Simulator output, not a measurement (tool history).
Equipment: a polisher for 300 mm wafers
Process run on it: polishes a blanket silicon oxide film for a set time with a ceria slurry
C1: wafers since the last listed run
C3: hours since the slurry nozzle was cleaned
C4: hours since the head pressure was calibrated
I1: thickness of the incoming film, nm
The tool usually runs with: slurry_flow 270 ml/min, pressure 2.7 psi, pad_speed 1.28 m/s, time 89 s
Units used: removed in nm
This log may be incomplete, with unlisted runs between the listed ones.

run 1 hour=0 | slurry_flow=295 pressure=2.7 pad_speed=1.28 time=89 | C1=0 wafers_polished_on_this_pad=91 C3=361.6 C4=556.1 | I1=1666 | removed=410.7
run 2 hour=102.5 | slurry_flow=295 pressure=2.7 pad_speed=1.28 time=89 | C1=1093 wafers_polished_on_this_pad=1185 C3=464.1 C4=658.6 | I1=1685.4 | removed=414.3
run 3 hour=197.7 | slurry_flow=270 pressure=2.7 pad_speed=1.28 time=89 | C1=1016 wafers_polished_on_this_pad=2201 C3=559.3 C4=753.8 | I1=1637.9 | removed=412.2
run 4 hour=241.7 | slurry_flow=270 pressure=2.7 pad_speed=1.28 time=89 | C1=469 wafers_polished_on_this_pad=2671 C3=603.3 C4=797.8 | I1=1657.2 | removed=402.8
-- hour=274.9 worn pad replaced by a new one
run 5 hour=329.6 | slurry_flow=270 pressure=2.7 pad_speed=1.28 time=89 | C1=895 wafers_polished_on_this_pad=583 C3=691.2 C4=885.7 | I1=1638.5 | removed=400.9
-- hour=397.2 head pressure recalibrated
run 6 hour=397.7 | slurry_flow=270 pressure=2.7 pad_speed=1.28 time=89 | C1=705 wafers_polished_on_this_pad=1289 C3=759.3 C4=0.5 | I1=1639 | removed=429.4
run 7 hour=470.6 | slurry_flow=270 pressure=2.7 pad_speed=1.28 time=89 | C1=778 wafers_polished_on_this_pad=2067 C3=832.2 C4=73.4 | I1=1674.2 | removed=427.9
-- hour=504.8 worn pad replaced by a new one
run 8 hour=535.3 | slurry_flow=270 pressure=2.7 pad_speed=1.28 time=89 | C1=647 wafers_polished_on_this_pad=325 C3=896.9 C4=138.1 | I1=1680.2 | removed=431.8
-- hour=578.7 slurry nozzle cleaned
run 9 hour=596.1 | slurry_flow=295 pressure=2.7 pad_speed=1.28 time=89 | C1=638 wafers_polished_on_this_pad=963 C3=17.4 C4=198.9 | I1=1642.1 | removed=427.2
run 10 hour=654.4 | slurry_flow=270 pressure=2.7 pad_speed=1.28 time=89 | C1=622 wafers_polished_on_this_pad=1585 C3=75.7 C4=257.2 | I1=1673.7 | removed=425.9
run 11 hour=716.1 | slurry_flow=190 pressure=2 pad_speed=1.1 time=110 | C1=658 wafers_polished_on_this_pad=2244 C3=137.4 C4=318.9 | I1=1663.9 | removed=364.5
-- hour=747.4 worn pad replaced by a new one
run 12 hour=797.7 | slurry_flow=270 pressure=3.3 pad_speed=1.28 time=89 | C1=828 wafers_polished_on_this_pad=536 C3=219 C4=400.5 | I1=1680.8 | removed=469.1
run 13 hour=886.3 | slurry_flow=270 pressure=2.7 pad_speed=1.12 time=116 | C1=945 wafers_polished_on_this_pad=1482 C3=307.6 C4=489.1 | I1=1682.5 | removed=469.3
run 14 hour=978.6 | slurry_flow=315 pressure=3.6 pad_speed=1.52 time=105 | C1=985 wafers_polished_on_this_pad=2467 C3=399.9 C4=581.4 | I1=1677.2 | removed=703.8
-- hour=1021.7 worn pad replaced by a new one
run 15 hour=1067.1 | slurry_flow=355 pressure=3 pad_speed=0.86 time=67 | C1=901 wafers_polished_on_this_pad=484 C3=488.4 C4=669.9 | I1=1638.7 | removed=224.7
run 16 hour=1282.8 | slurry_flow=270 pressure=3.6 pad_speed=1.28 time=89 | C1=2302 wafers_polished_on_this_pad=2786 C3=704.1 C4=885.6 | I1=1661 | removed=479.2

3 ways to go on from here, each from the tool as it stands after run 16. What would each give?
run A hour=1283.2 | slurry_flow=270 pressure=2.7 pad_speed=1.28 time=89 | C1=4 wafers_polished_on_this_pad=2790 C3=704.5 C4=886 | I1=1672.9 | removed=?
run B hour=1283.2 | slurry_flow=270 pressure=2.7 pad_speed=1.5 time=102 | C1=4 wafers_polished_on_this_pad=2790 C3=704.5 C4=886 | I1=1672.9 | removed=?
run C hour=1283.2 | slurry_flow=200 pressure=2.7 pad_speed=1.28 time=89 | C1=4 wafers_polished_on_this_pad=2790 C3=704.5 C4=886 | I1=1672.9 | removed=?

run=A removed=400.7
run=B removed=538.1
run=C removed=391.9
With no hidden state in the tool, these same runs would have given:
run=A removed=431.4
run=B removed=579.4
run=C removed=422
